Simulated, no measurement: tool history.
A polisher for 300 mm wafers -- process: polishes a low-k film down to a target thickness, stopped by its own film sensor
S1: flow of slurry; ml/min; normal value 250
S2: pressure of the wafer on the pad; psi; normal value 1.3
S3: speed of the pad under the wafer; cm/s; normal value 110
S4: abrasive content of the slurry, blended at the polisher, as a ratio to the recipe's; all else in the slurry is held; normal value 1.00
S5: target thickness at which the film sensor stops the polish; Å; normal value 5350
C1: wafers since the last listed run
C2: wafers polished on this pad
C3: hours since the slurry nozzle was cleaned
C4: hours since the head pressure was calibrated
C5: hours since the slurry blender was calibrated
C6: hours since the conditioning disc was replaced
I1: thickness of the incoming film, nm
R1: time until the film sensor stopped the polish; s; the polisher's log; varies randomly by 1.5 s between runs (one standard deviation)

run 1 hour=0.0 | S1=250 S2=1.3 S3=92 S4=1.10 S5=5350 | C1=0 C2=152 C3=130.2 C4=619.6 C5=35.7 C6=334.6 | I1=560.9 | R1=103.9
-- hour=20.9 head pressure recalibrated
run 2 hour=26.1 | S1=250 S2=1.3 S3=110 S4=1.00 S5=5350 | C1=289 C2=441 C3=156.3 C4=5.2 C5=61.8 C6=360.7 | I1=556.7 | R1=86.9
run 3 hour=60.7 | S1=180 S2=1.3 S3=110 S4=1.15 S5=5350 | C1=415 C2=856 C3=190.9 C4=39.8 C5=96.4 C6=395.3 | I1=557.1 | R1=88.0
run 4 hour=77.5 | S1=180 S2=1.3 S3=110 S4=1.15 S5=5350 | C1=201 C2=1058 C3=207.7 C4=56.6 C5=113.2 C6=412.1 | I1=566.5 | R1=119.5
run 5 hour=104.0 | S1=250 S2=1.3 S3=110 S4=1.00 S5=5350 | C1=317 C2=1376 C3=234.2 C4=83.1 C5=139.7 C6=438.6 | I1=566.6 | R1=128.3
run 6 hour=118.2 | S1=250 S2=1.3 S3=110 S4=1.00 S5=5350 | C1=170 C2=1546 C3=248.4 C4=97.3 C5=153.9 C6=452.8 | I1=570.7 | R1=141.3
run 7 hour=148.9 | S1=165 S2=1.3 S3=110 S4=0.85 S5=5350 | C1=368 C2=1915 C3=279.1 C4=128.0 C5=184.6 C6=483.5 | I1=548.7 | R1=64.6
run 8 hour=181.7 | S1=295 S2=0.9 S3=144 S4=1.00 S5=5300 | C1=393 C2=2308 C3=311.9 C4=160.8 C5=217.4 C6=516.3 | I1=565.5 | R1=177.0
-- hour=206.2 worn pad replaced by a new one
run 9 hour=215.5 | S1=250 S2=0.9 S3=110 S4=0.75 S5=5350 | C1=357 C2=111 C3=345.7 C4=194.6 C5=251.2 C6=550.1 | I1=562.1 | R1=170.8
run 10 hour=235.8 | S1=250 S2=1.3 S3=110 S4=1.00 S5=5350 | C1=243 C2=355 C3=366.0 C4=214.9 C5=271.5 C6=570.4 | I1=563.6 | R1=110.9
-- hour=244.8 slurry nozzle cleaned
run 11 hour=251.7 | S1=250 S2=1.3 S3=100 S4=0.80 S5=5430 | C1=178 C2=533 C3=6.9 C4=230.8 C5=287.4 C6=586.3 | I1=567.5 | R1=115.9
run 12 hour=267.8 | S1=250 S2=1.3 S3=110 S4=1.00 S5=5350 | C1=193 C2=727 C3=23.0 C4=246.9 C5=303.5 C6=602.4 | I1=567.3 | R1=135.7
-- hour=274.7 conditioning disc replaced and pad reconditioned
run 13 hour=290.7 | S1=250 S2=1.3 S3=110 S4=1.00 S5=5350 | C1=250 C2=977 C3=45.9 C4=269.8 C5=326.4 C6=16.0 | I1=561.5 | R1=92.8
run 14 hour=325.7 | S1=190 S2=1.1 S3=110 S4=1.00 S5=5350 | C1=419 C2=1397 C3=80.9 C4=304.8 C5=361.4 C6=51.0 | I1=549.0 | R1=62.3
run 15 hour=355.4 | S1=250 S2=1.3 S3=110 S4=1.00 S5=5350 | C1=356 C2=1754 C3=110.6 C4=334.5 C5=391.1 C6=80.7 | I1=555.8 | R1=79.7

What will run 16 give?
run 16 hour=381.0 | S1=250 S2=1.3 S3=110 S4=0.80 S5=5350 | C1=307 C2=2061 C3=136.2 C4=360.1 C5=416.7 C6=106.3 | I1=551.9 | R1=?

R1: 72.3 s
With the hidden condition absent and the run-to-run variation left alone, this run would have shown R1 59.1 s.

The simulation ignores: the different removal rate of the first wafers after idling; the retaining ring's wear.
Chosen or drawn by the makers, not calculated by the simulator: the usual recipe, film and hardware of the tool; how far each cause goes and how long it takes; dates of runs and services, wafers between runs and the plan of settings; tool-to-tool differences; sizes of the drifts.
